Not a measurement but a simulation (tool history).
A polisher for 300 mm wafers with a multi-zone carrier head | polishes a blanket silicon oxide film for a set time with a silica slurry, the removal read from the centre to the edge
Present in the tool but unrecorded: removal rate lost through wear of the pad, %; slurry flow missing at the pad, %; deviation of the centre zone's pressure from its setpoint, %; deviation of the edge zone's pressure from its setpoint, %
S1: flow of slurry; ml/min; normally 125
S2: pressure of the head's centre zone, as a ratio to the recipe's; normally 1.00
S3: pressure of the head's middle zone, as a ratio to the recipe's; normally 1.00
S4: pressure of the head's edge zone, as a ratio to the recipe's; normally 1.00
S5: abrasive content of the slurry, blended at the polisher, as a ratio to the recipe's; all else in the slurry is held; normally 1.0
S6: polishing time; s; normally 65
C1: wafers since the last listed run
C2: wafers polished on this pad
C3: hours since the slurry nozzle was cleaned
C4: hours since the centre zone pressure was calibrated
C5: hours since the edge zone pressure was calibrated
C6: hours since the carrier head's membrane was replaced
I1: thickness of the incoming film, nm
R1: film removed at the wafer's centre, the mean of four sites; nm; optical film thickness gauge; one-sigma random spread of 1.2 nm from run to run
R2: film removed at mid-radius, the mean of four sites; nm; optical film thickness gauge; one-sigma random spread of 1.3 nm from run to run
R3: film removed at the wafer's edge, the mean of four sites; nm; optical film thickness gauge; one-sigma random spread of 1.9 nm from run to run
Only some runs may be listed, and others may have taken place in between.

run   hour   S1    S2    S3    S4   S5  S6   C1    C2     C3     C4     C5     C6      I1     R1     R2     R3
  1    0.0  125  1.00  1.00  1.00  1.0  65    0  1054  631.2  375.8  264.8  410.6  1607.4  173.9  176.1  174.8
      30.3  -- worn pad replaced by a new one
  2   35.2  125  1.00  1.00  1.00  1.0  65  336    53  666.4  411.0  300.0  445.8  1566.5  179.5  181.9  177.2
  3   62.9  125  1.00  1.00  1.00  1.0  65  298   352  694.1  438.7  327.7  473.5  1608.2  174.0  175.8  178.5
  4   86.2  125  1.00  1.00  1.00  1.0  65  251   603  717.4  462.0  351.0  496.8  1591.0  169.8  176.6  173.9
     109.5  -- slurry nozzle cleaned
  5  126.9  125  1.00  1.00  1.00  1.0  65  428  1031   17.4  502.7  391.7  537.5  1590.9  167.7  173.4  175.9
     141.4  -- worn pad replaced by a new one
  6  159.4  125  1.00  1.00  1.00  1.0  65  307   194   49.9  535.2  424.2  570.0  1593.7  171.0  178.0  177.5
  7  176.5  125  0.97  1.00  1.00  0.9  65  184   379   67.0  552.3  441.3  587.1  1605.8  155.1  170.7  168.5
     195.0  -- centre zone pressure recalibrated
  8  206.8  165  1.00  1.00  1.03  1.0  65  305   684   97.3   11.8  471.6  617.4  1564.1  193.8  186.2  180.6
     233.0  -- carrier head's membrane replaced by a new one
  9  233.9  125  1.00  1.00  1.00  1.0  65  238   922  124.4   38.9  498.7    0.9  1586.7  182.0  172.8  174.6
     255.3  -- edge zone pressure recalibrated
 10  258.1  125  1.00  1.10  1.00  0.8  51  239  1162  148.6   63.1    2.8   25.1  1561.0  127.4  134.7  124.7
     270.6  -- worn pad replaced by a new one
 11  287.8  165  1.00  1.00  1.00  1.0  65  277   185  178.3   92.8   32.5   54.8  1581.0  195.4  188.2  186.2
 12  303.9  125  1.00  1.00  1.00  0.8  55  173   359  194.4  108.9   48.6   70.9  1569.0  141.8  134.6  133.4
 13  331.8  125  1.00  1.00  1.00  1.0  65  300   660  222.3  136.8   76.5   98.8  1582.9  182.2  174.5  174.4
 14  345.7  125  1.11  0.95  1.05  1.0  51  149   810  236.2  150.7   90.4  112.7  1607.7  155.3  133.8  140.0

For some of the steps in R1 from one run to the next: how much would appear even if the tool had no hidden state, given the settings, what came in and random variation, and how much remains for the hidden state plus any gauge scatter that the measured result and the result without hidden state don't share?
Run 7 -> 8: S1 125 -> 165, S2 0.97 -> 1.00, S4 1.00 -> 1.03, S5 0.9 -> 1.0, centre zone pressure recalibrated. R1 +38.7 nm: hidden state +11.3, all else +27.4.
Run 10 -> 11: S1 125 -> 165, S3 1.10 -> 1.00, S5 0.8 -> 1.0, S6 51 -> 65, worn pad replaced by a new one. R1 +68.0 nm: hidden state +1.8, all else +66.2.
